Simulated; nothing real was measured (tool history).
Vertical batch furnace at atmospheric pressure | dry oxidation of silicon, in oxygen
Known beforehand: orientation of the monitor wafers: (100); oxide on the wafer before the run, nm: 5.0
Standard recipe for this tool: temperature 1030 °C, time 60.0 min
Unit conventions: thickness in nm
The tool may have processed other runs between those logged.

run   hour  temperature  time  read-back reference wafer on the same gauge, thickness  thickness
  1    0.0         1018  60.0                                                   63.80      62.16
  2    9.0         1018  60.0                                                   63.79      62.16
  3   17.6         1014  60.0                                                   63.76      59.74
  4   27.0         1014  60.0                                                   63.78      59.93
  5   38.7         1014  60.0                                                   63.79      59.80
  6   48.9         1030  76.5                                                   63.76      80.82
  7   56.0         1030  76.5                                                   63.80      80.97
  8   64.7         1030  60.0                                                   63.80      69.37
      92.0  -- thermocouples replaced and temperature profile calibrated
  9   92.5         1030  60.0                                                   63.83      69.14
 10   96.5         1040  48.5                                                   63.80      66.22
 11  105.2         1040  48.5                                                   63.80      65.93
 12  122.3         1040  48.5                                                   63.83      66.08
 13  135.8         1009  77.5                                                   63.82      67.39
 14  147.6         1030  60.0                                                   63.77      69.31
 15  163.6         1016  60.0                                                   63.80      61.00
     170.0  -- gauge calibrated
     194.7  -- boat lift adjusted
 16  195.2         1020  68.0                                                   63.81      68.39
 17  199.2         1042  32.0                                                   63.78      52.28
 18  203.1         1020  73.5                                                   63.78      71.98
 19  212.3         1040  48.5                                                   63.81      66.03
 20  226.8         1050  74.5                                                   63.81      94.06
 21  239.8         1012  79.5                                                   63.81      70.64
 22  251.2         1021  60.0                                                   63.78      63.76

Predict the results of run 23:
 23  261.5         1030  37.5                                                       ?          ?

{"run 23": {"read-back reference wafer on the same gauge, thickness": 63.76, "thickness": 51.7}}
With no hidden state in the tool, this same run would have given thickness 51.70 nm.
